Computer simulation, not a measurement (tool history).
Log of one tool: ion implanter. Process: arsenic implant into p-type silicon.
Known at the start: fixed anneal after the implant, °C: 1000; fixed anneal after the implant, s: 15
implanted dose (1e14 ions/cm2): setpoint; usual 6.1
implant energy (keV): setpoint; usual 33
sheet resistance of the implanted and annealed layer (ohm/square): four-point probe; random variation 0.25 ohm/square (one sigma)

run,hour,implanted dose (1e14 ions/cm2),implant energy (keV),wafers since the last listed run,hours since the last dose calibration,hours since the extraction supply was calibrated,hours since the gauge calibration,"read-back reference wafer on the same gauge, sheet resistance",sheet resistance of the implanted and annealed layer (ohm/square)
1,0,6.88,33,0,2085.5,3071.9,557.6,151.99,156.39
2,96,6.1,33,1501,2181.5,3167.9,653.6,151.92,171.19
3,117,6.1,33,328,2202.5,3188.9,674.6,152.01,171.27
4,143.9,6.1,33,420,2229.4,3215.8,701.5,152,171.3
5,178.1,5.31,33,534,2263.6,3250,735.7,151.97,190.29
6,209.6,6.1,33,492,2295.1,3281.5,767.2,151.97,171.36
7,238.1,6.56,33,445,2323.6,3310,795.7,151.95,162.87
8,254.3,6.56,33,253,2339.8,3326.2,811.9,152.01,162.39
# hour 265.3: Faraday cup replaced and dose calibrated
9,270,6.1,33,120,4.7,3341.9,827.6,151.99,169.24
10,289.6,6.1,33,306,24.3,3361.5,847.2,152.02,169.02
11,316.6,6.1,33,422,51.3,3388.5,874.2,152.06,169.03
12,342,6.1,24.5,397,76.7,3413.9,899.6,151.96,177.99
# hour 355.8: gauge calibrated
13,367.5,6.1,33,398,102.2,3439.4,11.7,152.02,169.19
14,384.7,7.75,43.5,269,119.4,3456.6,28.9,151.98,134.56
15,420.4,6.1,33,558,155.1,3492.3,64.6,152.03,168.9
16,443,6.1,36,353,177.7,3514.9,87.2,151.97,167.11
17,478.2,5.53,36.5,550,212.9,3550.1,122.4,152.02,179.12
18,500,5.2,33,341,234.7,3571.9,144.2,152.02,191.12
19,518.7,6.1,25.5,292,253.4,3590.6,162.9,152.03,177.26
# hour 544.4: extraction supply calibrated
20,544.9,6.92,22.5,284,279.6,0.5,189.1,151.95,166.3
21,573.6,6.1,33,448,308.3,29.2,217.8,152.02,169.34
22,608.3,7.52,36.5,542,343,63.9,252.5,151.98,142.08
23,625.6,4.35,33,270,360.3,81.2,269.8,152.03,218.48
24,658.8,5.16,40.5,519,393.5,114.4,303,152.03,186.11
25,693.1,6.1,33,536,427.8,148.7,337.3,151.97,169.76
26,710.2,6.1,33,267,444.9,165.8,354.4,152,169.17
27,735.2,6.1,29.5,391,469.9,190.8,379.4,152.05,173.21
28,755.9,4.79,38,323,490.6,211.5,400.1,152.02,199.19
29,774.8,5.04,38.5,295,509.5,230.4,419,151.99,191.9
30,795.9,6.56,33,330,530.6,251.5,440.1,152.02,160.18
31,819.1,7.46,42,362,553.8,274.7,463.3,152,139.69
32,838.5,4.75,37.5,303,573.2,294.1,482.7,151.97,200.86
33,864.2,6.1,39.5,402,598.9,319.8,508.4,152.04,164.63
34,899.2,4.56,43.5,547,633.9,354.8,543.4,152.01,202.51
35,925.3,6.1,38,408,660,380.9,569.5,151.99,165.94
36,949.6,5.37,24,380,684.3,405.2,593.8,151.99,196.44

Hidden state at the last listed run before each entry between runs and at the first one after, where it differs:
Between runs 8 and 9: Faraday cup replaced and dose calibrated (hour 265.3)
  deviation of the true dose from the Faraday cup's reading, %: -1.91 -> -0.0915
  measured less the result without the state, sheet resistance of the implanted and annealed layer (ohm/square): +2.33 -> +0.12
Between runs 12 and 13: gauge calibrated (hour 355.8)
  deviation of the true dose from the Faraday cup's reading, %: -0.146 -> -0.165
  measured less the result without the state, sheet resistance of the implanted and annealed layer (ohm/square): +0.19 -> +0.21
Between runs 19 and 20: extraction supply calibrated (hour 544.4)
  deviation of the true dose from the Faraday cup's reading, %: -0.28 -> -0.3
  measured less the result without the state, sheet resistance of the implanted and annealed layer (ohm/square): +0.35 -> +0.33
